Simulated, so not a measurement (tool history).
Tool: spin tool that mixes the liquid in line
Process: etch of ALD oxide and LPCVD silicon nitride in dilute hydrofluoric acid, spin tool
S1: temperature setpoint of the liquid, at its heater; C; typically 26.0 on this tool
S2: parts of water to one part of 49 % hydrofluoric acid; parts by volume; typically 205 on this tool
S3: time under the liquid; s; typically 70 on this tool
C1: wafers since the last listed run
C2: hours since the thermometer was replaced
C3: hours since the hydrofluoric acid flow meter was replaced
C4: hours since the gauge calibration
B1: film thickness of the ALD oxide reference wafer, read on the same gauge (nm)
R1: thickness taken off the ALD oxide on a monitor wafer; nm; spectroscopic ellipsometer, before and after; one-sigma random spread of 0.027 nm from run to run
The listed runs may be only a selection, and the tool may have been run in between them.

run	day	S1	S2	S3	C1	C2	C3	C4	B1	R1
1	0.000	26.0	275	95	0	906.6	455.6	209.4	120.83	9.06
2	0.562	26.0	275	95	183	920.1	469.1	222.9	120.93	9.05
# day 1.850: gauge calibrated
3	1.925	26.0	275	95	444	952.8	501.8	1.8	120.10	8.97
4	3.333	26.0	205	70	459	986.6	535.6	35.6	120.17	9.55
5	4.571	26.0	205	70	403	1016.3	565.3	65.3	120.23	9.57
6	5.725	26.0	205	70	376	1044.0	593.0	93.0	120.23	9.57
7	6.812	26.0	205	70	354	1070.1	619.1	119.1	120.37	9.62
8	8.138	26.0	205	70	432	1101.9	650.9	150.9	120.52	9.61
9	9.592	29.0	205	40	474	1136.8	685.8	185.8	120.79	6.11
# day 10.342: thermometer replaced
10	11.029	22.5	205	45	455	16.5	720.3	220.3	121.05	5.47
11	12.017	30.0	150	40	322	40.2	744.0	244.0	121.25	9.35
# day 12.696: hydrofluoric acid flow meter replaced
12	12.717	23.0	245	45	214	57.0	0.5	260.8	121.40	4.48
# day 13.300: gauge calibrated
13	13.308	27.5	285	55	193	71.2	14.7	0.2	119.95	5.23
14	14.250	23.0	205	80	307	93.8	37.3	22.8	120.05	9.78

What will run 15 give?
15	14.838	26.0	205	80	191	107.9	51.4	36.9	?	?

B1: 120.02
R1: 10.95 nm
With no hidden state in the tool, this same run would have given R1 10.95 nm.
